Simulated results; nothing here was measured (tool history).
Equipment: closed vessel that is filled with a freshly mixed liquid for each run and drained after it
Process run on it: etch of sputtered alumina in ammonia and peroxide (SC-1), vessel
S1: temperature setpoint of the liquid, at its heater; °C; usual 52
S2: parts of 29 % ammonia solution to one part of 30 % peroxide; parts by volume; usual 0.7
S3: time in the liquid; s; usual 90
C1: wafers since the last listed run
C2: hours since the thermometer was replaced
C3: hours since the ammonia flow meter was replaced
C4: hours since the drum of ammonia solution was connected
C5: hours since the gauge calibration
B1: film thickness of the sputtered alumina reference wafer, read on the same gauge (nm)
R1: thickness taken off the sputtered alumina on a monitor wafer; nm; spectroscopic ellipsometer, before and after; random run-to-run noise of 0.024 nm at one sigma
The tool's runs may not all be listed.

| run | hour | S1 | S2 | S3 | C1 | C2 | C3 | C4 | C5 | B1 | R1 |
|---|---|---|---|---|---|---|---|---|---|---|---|
| 1 | 0 | 52 | 0.7 | 90 | 0 | 2474.3 | 2079.7 | 669.2 | 723.9 | 80.02 | 6.84 |
| 2 | 9.9 | 52 | 0.7 | 90 | 974 | 2484.2 | 2089.6 | 679.1 | 733.8 | 79.99 | 6.85 |
| 3 | 19.3 | 54.5 | 0.7 | 90 | 925 | 2493.6 | 2099 | 688.5 | 743.2 | 80.01 | 7.85 |
|  | 27.3 | gauge calibrated |
| 4 | 37 | 52 | 0.7 | 125 | 1742 | 2511.3 | 2116.7 | 706.2 | 9.7 | 80 | 9.56 |
| 5 | 52.6 | 45.5 | 0.4 | 40 | 1535 | 2526.9 | 2132.3 | 721.8 | 25.3 | 80 | 2.04 |
|  | 62.9 | new drum of ammonia solution connected |
| 6 | 63.4 | 47 | 0.7 | 90 | 964 | 2537.7 | 2143.1 | 0.5 | 36.1 | 80 | 5.25 |
| 7 | 74.9 | 52 | 0.8 | 90 | 1132 | 2549.2 | 2154.6 | 12 | 47.6 | 79.99 | 6.97 |
| 8 | 88.7 | 52 | 0.5 | 90 | 1358 | 2563 | 2168.4 | 25.8 | 61.4 | 80.01 | 6.65 |
| 9 | 95.3 | 52 | 1.05 | 90 | 649 | 2569.6 | 2175 | 32.4 | 68 | 80.01 | 7.13 |
| 10 | 113 | 52 | 0.7 | 90 | 1742 | 2587.3 | 2192.7 | 50.1 | 85.7 | 80.01 | 6.87 |
|  | 122.7 | ammonia flow meter replaced |
| 11 | 130.1 | 45 | 0.95 | 135 | 1585 | 2604.4 | 7.4 | 67.2 | 102.8 | 80.01 | 7.28 |
|  | 143.7 | thermometer replaced |
| 12 | 144.2 | 52 | 0.7 | 90 | 1289 | 0.5 | 21.5 | 81.3 | 116.9 | 80 | 5.98 |
| 13 | 181.2 | 52 | 0.7 | 90 | 3642 | 37.5 | 58.5 | 118.3 | 153.9 | 80 | 6.03 |
| 14 | 193.2 | 61.5 | 0.5 | 145 | 1181 | 49.5 | 70.5 | 130.3 | 165.9 | 80.01 | 15.6 |
| 15 | 204.1 | 47.5 | 0.9 | 90 | 1073 | 60.4 | 81.4 | 141.2 | 176.8 | 79.99 | 4.83 |
| 16 | 212 | 52 | 0.7 | 90 | 777 | 68.3 | 89.3 | 149.1 | 184.7 | 80 | 6.07 |
| 17 | 222.9 | 43.5 | 0.7 | 90 | 1073 | 79.2 | 100.2 | 160 | 195.6 | 80 | 3.75 |
| 18 | 240.7 | 52 | 0.7 | 130 | 1752 | 97 | 118 | 177.8 | 213.4 | 79.99 | 8.76 |
| 19 | 288.2 | 52 | 0.95 | 90 | 4676 | 144.5 | 165.5 | 225.3 | 260.9 | 79.99 | 6.22 |
| 20 | 304 | 47 | 0.7 | 90 | 1555 | 160.3 | 181.3 | 241.1 | 276.7 | 80 | 4.6 |
| 21 | 321.9 | 47.5 | 0.85 | 105 | 1762 | 178.2 | 199.2 | 259 | 294.6 | 80.02 | 5.68 |
| 22 | 330.1 | 49 | 1 | 70 | 807 | 186.4 | 207.4 | 267.2 | 302.8 | 80 | 4.13 |
| 23 | 347.7 | 56 | 0.7 | 40 | 1732 | 204 | 225 | 284.8 | 320.4 | 79.99 | 3.34 |
| 24 | 358.1 | 46.5 | 1.05 | 90 | 1023 | 214.4 | 235.4 | 295.2 | 330.8 | 80.02 | 4.68 |
| 25 | 367.5 | 57.5 | 0.35 | 125 | 925 | 223.8 | 244.8 | 304.6 | 340.2 | 80.01 | 10.54 |
| 26 | 378.7 | 52 | 0.7 | 65 | 1102 | 235 | 256 | 315.8 | 351.4 | 79.99 | 4.38 |
| 27 | 388 | 56 | 1 | 90 | 915 | 244.3 | 265.3 | 325.1 | 360.7 | 80.01 | 7.81 |
| 28 | 401.6 | 52 | 0.9 | 120 | 1338 | 257.9 | 278.9 | 338.7 | 374.3 | 80.02 | 8.31 |

5 options for the next run, each taken on its own from the tool as it stands now. Forecast them:
| A | 402.3 | 52 | 0.7 | 90 | 68 | 258.6 | 279.6 | 339.4 | 375 | ? | ? |
| B | 402.3 | 52 | 0.7 | 50 | 68 | 258.6 | 279.6 | 339.4 | 375 | ? | ? |
| C | 402.3 | 49.5 | 0.45 | 55 | 68 | 258.6 | 279.6 | 339.4 | 375 | ? | ? |
| D | 402.3 | 56.5 | 0.9 | 55 | 68 | 258.6 | 279.6 | 339.4 | 375 | ? | ? |
| E | 402.3 | 43.5 | 0.8 | 65 | 68 | 258.6 | 279.6 | 339.4 | 375 | ? | ? |

| run | B1 | R1 |
|---|---|---|
| A | 79.99 | 6.1 |
| B | 79.99 | 3.39 |
| C | 79.99 | 3.12 |
| D | 79.99 | 4.85 |
| E | 79.99 | 2.78 |
With no hidden state in the tool, these same runs would have given:
| run | R1 |
|---|---|
| A | 5.99 |
| B | 3.33 |
| C | 3.06 |
| D | 4.77 |
| E | 2.73 |
